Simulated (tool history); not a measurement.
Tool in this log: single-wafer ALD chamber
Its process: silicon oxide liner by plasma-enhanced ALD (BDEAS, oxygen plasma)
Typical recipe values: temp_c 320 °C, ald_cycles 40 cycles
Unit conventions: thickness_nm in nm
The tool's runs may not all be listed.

run,hour,temp_c,ald_cycles,"read-back reference wafer on the same gauge, thickness_nm",thickness_nm
1,0.0,320,40,3.615,3.285
2,19.1,320,40,3.615,3.288
3,38.5,320,40,3.621,3.303
4,67.3,320,40,3.625,3.305
5,82.4,320,40,3.625,3.302
6,110.6,320,40,3.630,3.323
7,138.4,320,40,3.566,3.251
8,172.9,320,40,3.570,3.259
9,206.6,320,40,3.575,3.261
10,233.2,320,40,3.581,3.262
11,267.7,320,40,3.585,3.261
12,280.0,324,40,3.588,3.233
13,295.3,320,34,3.587,2.781
14,312.8,320,40,3.591,3.257
15,386.3,328,40,3.600,3.249
16,412.6,320,43,3.606,3.532
17,429.1,320,40,3.609,3.294
18,456.3,310,43,3.611,3.587
19,468.9,311,36,3.613,2.984
20,490.6,314,40,3.573,3.275
21,510.2,320,40,3.574,3.264
22,537.2,315,40,3.580,3.264
23,555.7,326,40,3.581,3.245
24,586.0,328,46,3.587,3.713
25,605.1,320,40,3.589,3.285

Not shown: 3 entries that the log had between the listed runs. Between which runs, and how does the tool's hidden state differ before and after?
Run 6 -> run 7: gauge calibrated (hour 112.9)
  gauge reads high (%): 1.68 -> -0.0907
  measured result minus the result with no hidden state, thickness_nm: +0.055 -> -0.003 nm
Run 14 -> run 15: thermocouple changed; heater temperature recalibrated (hour 385.8)
  gauge reads high (%): 0.607 -> 0.901
  measured result minus the result with no hidden state, thickness_nm: +0.020 -> +0.029 nm
Run 19 -> run 20: gauge calibrated (hour 479.9)
  gauge reads high (%): 1.23 -> 0.0896
  measured result minus the result with no hidden state, thickness_nm: +0.036 -> +0.003 nm

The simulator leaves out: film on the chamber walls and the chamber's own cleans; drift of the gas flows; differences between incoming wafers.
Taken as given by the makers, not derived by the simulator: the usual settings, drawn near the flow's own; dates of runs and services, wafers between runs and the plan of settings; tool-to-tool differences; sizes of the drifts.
